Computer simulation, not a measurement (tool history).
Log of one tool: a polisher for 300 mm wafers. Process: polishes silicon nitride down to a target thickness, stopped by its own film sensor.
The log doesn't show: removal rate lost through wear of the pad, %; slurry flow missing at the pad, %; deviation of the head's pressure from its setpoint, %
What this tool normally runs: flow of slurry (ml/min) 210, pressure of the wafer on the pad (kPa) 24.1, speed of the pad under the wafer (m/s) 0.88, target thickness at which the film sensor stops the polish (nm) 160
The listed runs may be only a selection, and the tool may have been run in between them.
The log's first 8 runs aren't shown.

| run | hour | flow of slurry (ml/min) | pressure of the wafer on the pad (kPa) | speed of the pad under the wafer (m/s) | target thickness at which the film sensor stops the polish (nm) | wafers since the last listed run | wafers polished on this pad | hours since the slurry nozzle was cleaned | hours since the head pressure was calibrated | incoming thickness of the incoming film, nm | time until the film sensor stopped the polish (s) |
|---|---|---|---|---|---|---|---|---|---|---|---|
|  | 389.3 | slurry nozzle cleaned |
| 9 | 443.8 | 210 | 30.3 | 0.88 | 160 | 681 | 1913 | 54.5 | 542.3 | 316.9 | 88.1 |
| 10 | 515.6 | 210 | 24.1 | 1.12 | 160 | 755 | 2669 | 126.3 | 614.1 | 315.9 | 85.8 |
| 11 | 569.4 | 210 | 24.1 | 1.12 | 160 | 566 | 3235 | 180.1 | 667.9 | 319.2 | 86.8 |
|  | 579.4 | worn pad replaced by a new one |
| 12 | 595.6 | 210 | 24.1 | 0.88 | 160 | 233 | 170 | 206.3 | 694.1 | 323.6 | 108.9 |
| 13 | 645.2 | 210 | 24.1 | 0.88 | 160 | 522 | 692 | 255.9 | 743.7 | 318.3 | 104.7 |
| 14 | 694.5 | 210 | 24.1 | 0.88 | 160 | 518 | 1211 | 305.2 | 793 | 322.1 | 107.7 |
| 15 | 737.2 | 210 | 24.1 | 0.88 | 160 | 449 | 1661 | 347.9 | 835.7 | 312.8 | 100.9 |
| 16 | 764.4 | 210 | 24.1 | 0.88 | 160 | 286 | 1947 | 375.1 | 862.9 | 319.7 | 104.3 |
|  | 780.8 | slurry nozzle cleaned |
| 17 | 829.1 | 210 | 24.1 | 0.88 | 160 | 670 | 2618 | 48.3 | 927.6 | 316.6 | 103.4 |
| 18 | 866.1 | 270 | 24.1 | 0.88 | 196 | 389 | 3007 | 85.3 | 964.6 | 320.5 | 78.2 |
| 19 | 929.4 | 175 | 24.1 | 0.62 | 119 | 666 | 3674 | 148.6 | 1027.9 | 314.6 | 173.3 |
| 20 | 956.4 | 210 | 17.2 | 0.88 | 201 | 284 | 3958 | 175.6 | 1054.9 | 325.3 | 102.4 |
|  | 988.6 | worn pad replaced by a new one |
| 21 | 989.1 | 270 | 20.7 | 0.88 | 211 | 302 | 5 | 208.3 | 1087.6 | 322.8 | 78 |
| 22 | 1017 | 210 | 29 | 0.88 | 176 | 293 | 298 | 236.2 | 1115.5 | 317.7 | 80.4 |
| 23 | 1053.8 | 165 | 28.3 | 0.88 | 160 | 387 | 686 | 273 | 1152.3 | 321.8 | 96.4 |
| 24 | 1080.5 | 280 | 16.5 | 1.14 | 215 | 281 | 967 | 299.7 | 1179 | 321.6 | 69.6 |
|  | 1103.3 | slurry nozzle cleaned |
| 25 | 1116.9 | 160 | 24.1 | 0.88 | 131 | 372 | 1339 | 13.6 | 1215.4 | 322.5 | 127.9 |
| 26 | 1174.4 | 210 | 24.1 | 0.72 | 160 | 605 | 1945 | 71.1 | 1272.9 | 319.3 | 118.8 |
| 27 | 1204.2 | 180 | 29.6 | 1.02 | 160 | 313 | 2258 | 100.9 | 1302.7 | 320.8 | 79.2 |
| 28 | 1239.5 | 210 | 31 | 0.98 | 198 | 371 | 2630 | 136.2 | 1338 | 316.5 | 57.9 |
|  | 1257.6 | head pressure recalibrated |
| 29 | 1280.7 | 210 | 19.3 | 0.88 | 212 | 412 | 3043 | 177.4 | 23.1 | 317.8 | 85.4 |
| 30 | 1320.9 | 210 | 24.1 | 0.88 | 160 | 423 | 3466 | 217.6 | 63.3 | 314.9 | 106.8 |
| 31 | 1353.3 | 210 | 24.1 | 0.88 | 160 | 341 | 3807 | 250 | 95.7 | 320 | 110.1 |
|  | 1373.4 | worn pad replaced by a new one |
| 32 | 1416.1 | 285 | 32.4 | 0.88 | 136 | 619 | 449 | 312.8 | 158.5 | 318.1 | 97.6 |

Estimate the outcome of run 33 from the log above:
| 33 | 1465 | 210 | 31.7 | 1.02 | 200 | 514 | 964 | 361.7 | 207.4 | 319.2 | ? |

{"run 33": {"time until the film sensor stopped the polish (s)": 59.2}}
Without the tool's hidden state the same run would have given time until the film sensor stopped the polish (s) 60.2.

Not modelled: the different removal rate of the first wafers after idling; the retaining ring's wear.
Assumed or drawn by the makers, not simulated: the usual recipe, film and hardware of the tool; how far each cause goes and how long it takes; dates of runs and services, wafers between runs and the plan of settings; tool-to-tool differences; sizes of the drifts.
